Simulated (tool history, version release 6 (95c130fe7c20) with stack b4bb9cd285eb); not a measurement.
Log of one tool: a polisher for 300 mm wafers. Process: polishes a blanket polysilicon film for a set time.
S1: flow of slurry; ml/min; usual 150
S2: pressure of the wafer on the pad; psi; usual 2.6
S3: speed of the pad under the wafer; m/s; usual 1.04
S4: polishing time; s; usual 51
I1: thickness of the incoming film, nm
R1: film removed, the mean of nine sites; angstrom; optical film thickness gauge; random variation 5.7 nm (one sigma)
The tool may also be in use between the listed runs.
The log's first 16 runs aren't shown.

{"hour": 298.3, "done": "head pressure recalibrated"}
{"run": 17, "hour": 313.0, "S1": 150, "S2": 2.6, "S3": 1.38, "S4": 43, "I1": 1174.4, "R1": 5018}
{"run": 18, "hour": 346.0, "S1": 195, "S2": 2.6, "S3": 1.04, "S4": 40, "I1": 1165.5, "R1": 3706}
{"run": 19, "hour": 378.8, "S1": 105, "S2": 2.6, "S3": 1.04, "S4": 36, "I1": 1192.3, "R1": 2973}
{"hour": 401.2, "done": "worn pad replaced by a new one"}
{"run": 20, "hour": 401.7, "S1": 150, "S2": 1.8, "S3": 0.92, "S4": 65, "I1": 1187, "R1": 3914}
{"run": 21, "hour": 411.3, "S1": 150, "S2": 2.6, "S3": 0.82, "S4": 51, "I1": 1173.1, "R1": 3465}
{"run": 22, "hour": 428.5, "S1": 150, "S2": 2.6, "S3": 1.04, "S4": 62, "I1": 1163.5, "R1": 5464}
{"run": 23, "hour": 452.5, "S1": 135, "S2": 2.6, "S3": 0.78, "S4": 63, "I1": 1169.9, "R1": 4139}
{"hour": 457.3, "done": "slurry nozzle cleaned"}
{"run": 24, "hour": 472.0, "S1": 150, "S2": 2.6, "S3": 1.04, "S4": 51, "I1": 1147.6, "R1": 4533}
{"run": 25, "hour": 489.7, "S1": 115, "S2": 2.6, "S3": 1.04, "S4": 51, "I1": 1156.1, "R1": 4282}
{"run": 26, "hour": 506.4, "S1": 150, "S2": 2.6, "S3": 1.04, "S4": 63, "I1": 1191.5, "R1": 5712}
{"run": 27, "hour": 524.4, "S1": 150, "S2": 2.6, "S3": 1.04, "S4": 51, "I1": 1179.4, "R1": 4502}
{"run": 28, "hour": 545.6, "S1": 150, "S2": 2.6, "S3": 1.04, "S4": 36, "I1": 1175.5, "R1": 3219}
{"run": 29, "hour": 569.8, "S1": 190, "S2": 1.9, "S3": 1.3, "S4": 63, "I1": 1159.6, "R1": 5860}
{"run": 30, "hour": 582.2, "S1": 150, "S2": 2.6, "S3": 1.04, "S4": 51, "I1": 1159.4, "R1": 4625}
{"run": 31, "hour": 600.7, "S1": 115, "S2": 1.8, "S3": 1.04, "S4": 59, "I1": 1159.6, "R1": 3780}
{"hour": 605.0, "done": "worn pad replaced by a new one"}
{"run": 32, "hour": 624.0, "S1": 150, "S2": 2.6, "S3": 1.04, "S4": 51, "I1": 1153.8, "R1": 4561}
{"run": 33, "hour": 654.6, "S1": 170, "S2": 2.6, "S3": 1.18, "S4": 51, "I1": 1165.9, "R1": 5207}
{"run": 34, "hour": 673.1, "S1": 185, "S2": 3.5, "S3": 1.04, "S4": 51, "I1": 1178, "R1": 5796}
{"run": 35, "hour": 697.9, "S1": 100, "S2": 2.6, "S3": 0.78, "S4": 51, "I1": 1163, "R1": 3149}
{"run": 36, "hour": 726.6, "S1": 150, "S2": 2.6, "S3": 1.04, "S4": 51, "I1": 1184.3, "R1": 4578}
{"run": 37, "hour": 752.8, "S1": 195, "S2": 1.8, "S3": 1.04, "S4": 51, "I1": 1165.5, "R1": 3588}

4 ways to go on from here, each from the tool as it stands after run 37. What would each give?
{"run": "A", "hour": 753.2, "S1": 150, "S2": 2.6, "S3": 1.04, "S4": 51, "I1": 1179.5, "R1": "?"}
{"run": "B", "hour": 753.2, "S1": 150, "S2": 3.3, "S3": 1.16, "S4": 60, "I1": 1179.5, "R1": "?"}
{"run": "C", "hour": 753.2, "S1": 100, "S2": 2.9, "S3": 0.92, "S4": 35, "I1": 1179.5, "R1": "?"}
{"run": "D", "hour": 753.2, "S1": 190, "S2": 1.7, "S3": 1.04, "S4": 57, "I1": 1179.5, "R1": "?"}

run=A R1=4667
run=B R1=7404
run=C R1=2846
run=D R1=3953
Without the tool's hidden state the same runs would have given:
run=A R1=4625
run=B R1=7337
run=C R1=2820
run=D R1=3918
